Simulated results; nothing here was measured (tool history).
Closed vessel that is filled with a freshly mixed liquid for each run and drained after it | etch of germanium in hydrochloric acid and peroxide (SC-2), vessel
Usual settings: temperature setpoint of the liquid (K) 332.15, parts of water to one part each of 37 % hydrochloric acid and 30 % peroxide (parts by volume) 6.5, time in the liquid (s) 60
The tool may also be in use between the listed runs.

| run | hour | temperature setpoint of the liquid (K) | parts of water to one part each of 37 % hydrochloric acid and 30 % peroxide (parts by volume) | time in the liquid (s) | read-back film thickness of the germanium reference wafer, read on the same gauge (nm) | thickness taken off the germanium on a monitor wafer (Å) |
|---|---|---|---|---|---|---|
| 1 | 0.0 | 332.15 | 6.5 | 60 | 50.01 | 1234.3 |
| 2 | 66.3 | 332.15 | 6.5 | 60 | 49.98 | 1240.8 |
| 3 | 118.5 | 332.15 | 6.5 | 60 | 49.97 | 1229.3 |
| 4 | 167.8 | 336.15 | 5.5 | 60 | 49.99 | 1398.8 |
| 5 | 204.7 | 336.15 | 5.5 | 60 | 50.00 | 1397.8 |
| 6 | 251.4 | 336.15 | 5.5 | 60 | 50.01 | 1395.6 |
| 7 | 292.7 | 332.15 | 6.5 | 60 | 50.01 | 1222.1 |
|  | 316.4 | new drum of peroxide connected |
| 8 | 331.9 | 335.65 | 6.5 | 60 | 50.01 | 1361.2 |
| 9 | 401.1 | 323.65 | 4.0 | 60 | 50.00 | 950.8 |
|  | 422.7 | gauge calibrated |
| 10 | 446.5 | 322.15 | 9.0 | 30 | 49.98 | 439.1 |
|  | 497.1 | thermometer replaced |
| 11 | 503.4 | 332.15 | 6.5 | 60 | 50.01 | 1259.8 |
| 12 | 557.2 | 332.15 | 6.5 | 60 | 50.04 | 1257.9 |
| 13 | 585.8 | 332.15 | 6.5 | 60 | 50.04 | 1249.9 |
|  | 673.4 | chemicals flow meter replaced |
| 14 | 726.6 | 332.15 | 9.0 | 60 | 50.02 | 1221.4 |

The next listed run, before its measurement:
| 15 | 798.0 | 326.65 | 6.5 | 60 | ? | ? |

read-back film thickness of the germanium reference wafer, read on the same gauge (nm): 50.01
thickness taken off the germanium on a monitor wafer (Å): 1053.3
Without the tool's hidden state the same run would have given thickness taken off the germanium on a monitor wafer (Å) 1066.2.
